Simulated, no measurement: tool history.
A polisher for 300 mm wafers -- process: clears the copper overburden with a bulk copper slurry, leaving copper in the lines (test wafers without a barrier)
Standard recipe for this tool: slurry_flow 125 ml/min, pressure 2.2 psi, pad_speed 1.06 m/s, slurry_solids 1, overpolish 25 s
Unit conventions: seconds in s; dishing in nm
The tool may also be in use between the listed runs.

run,day,slurry_flow,pressure,pad_speed,slurry_solids,overpolish,"incoming thickness of the incoming film, nm",seconds,dishing
1,0,125,2.2,1.06,1,25,1060.4,167.7,50.2
# day 0.821: slurry blender recalibrated
2,0.854,125,2.2,1.06,1,25,1090.5,172.3,50.8
3,1.988,105,2.2,1.06,1,25,1091.7,177.9,51.1
# day 2.462: worn pad replaced by a new one
4,3.012,105,2.2,1.06,1,25,1098.5,163.8,52.1
5,3.958,105,2.2,1.06,1,25,1103.1,175.7,52.3
6,5.229,125,2.2,1.06,1,25,1081.3,168.3,51
7,8.575,125,2.4,1.06,1,25,1079.8,153.7,52.1
# day 8.721: slurry blender recalibrated
# day 9.775: head pressure recalibrated
# day 9.858: slurry nozzle cleaned
8,9.879,125,2.2,1.06,1,25,1088.8,172.7,49.8
# day 10.071: worn pad replaced by a new one
9,10.542,125,2.2,1.06,1,25,1108.4,164,50.9
10,12.038,125,2.2,1.06,1,25,1096.1,171.1,51.8
11,12.958,125,2.2,1.28,1,25,1089.4,144.1,52.5
12,13.512,125,2.2,1.06,0.8,25,1099.7,185.9,48.8
13,14.179,150,2.2,1.06,0.8,16,1107.4,184.3,43.1
14,14.788,125,2.2,1.06,1,25,1100,174.3,51.1
15,15.292,125,2.6,1.3,1.1,35,1078.5,115.5,58.8
16,16.517,125,2.2,1.06,1,25,1097.2,182,50.7
17,17.662,125,2.2,1.06,1,25,1074.7,178.7,51.4
# day 18.192: worn pad replaced by a new one
18,18.479,125,2.2,0.7,1,25,1098.6,238.9,45.1
# day 18.775: slurry blender recalibrated
19,19.796,125,1.6,0.92,1,25,1099.4,262,41.7
20,20.304,125,2,1.06,1.2,25,1087.3,178.5,49.7
21,21.133,125,2.2,1.06,1,25,1083.6,169.6,50.4
22,22.608,125,1.8,1.06,1,25,1090.7,219.1,45.7
23,23.246,125,2.8,1.06,1,25,1078.5,137.7,55.2
24,24.017,125,2.4,1.06,1,25,1081.9,161.6,52.4
# day 24.638: worn pad replaced by a new one
25,26.629,125,2.2,0.84,1.25,36,1101.7,202.8,53.9
26,27.279,95,2.2,1.06,1,25,1096,178.4,50.1
# day 27.621: slurry blender recalibrated
27,28.538,125,2.2,1.06,1,25,1091.6,173.5,50.6

Branching from run 27: 5 alternative next runs. What would each branch give?
A,28.558,110,2.2,1.06,1,25,1078.2,?,?
B,28.558,125,2.2,1.34,1,25,1078.2,?,?
C,28.558,125,2.2,1.06,1.1,25,1078.2,?,?
D,28.558,125,2,1.2,1,25,1078.2,?,?
E,28.558,145,1.6,1.38,0.75,25,1078.2,?,?

run,seconds,dishing
A,175,50.1
B,135.8,53.4
C,168.1,50.7
D,166.8,49.8
E,188.8,45.9
Without the tool's hidden state the same runs would have given:
run,seconds,dishing
A,155.4,51.8
B,120.5,54.5
C,149.2,52.3
D,148,51.3
E,167.6,47.3

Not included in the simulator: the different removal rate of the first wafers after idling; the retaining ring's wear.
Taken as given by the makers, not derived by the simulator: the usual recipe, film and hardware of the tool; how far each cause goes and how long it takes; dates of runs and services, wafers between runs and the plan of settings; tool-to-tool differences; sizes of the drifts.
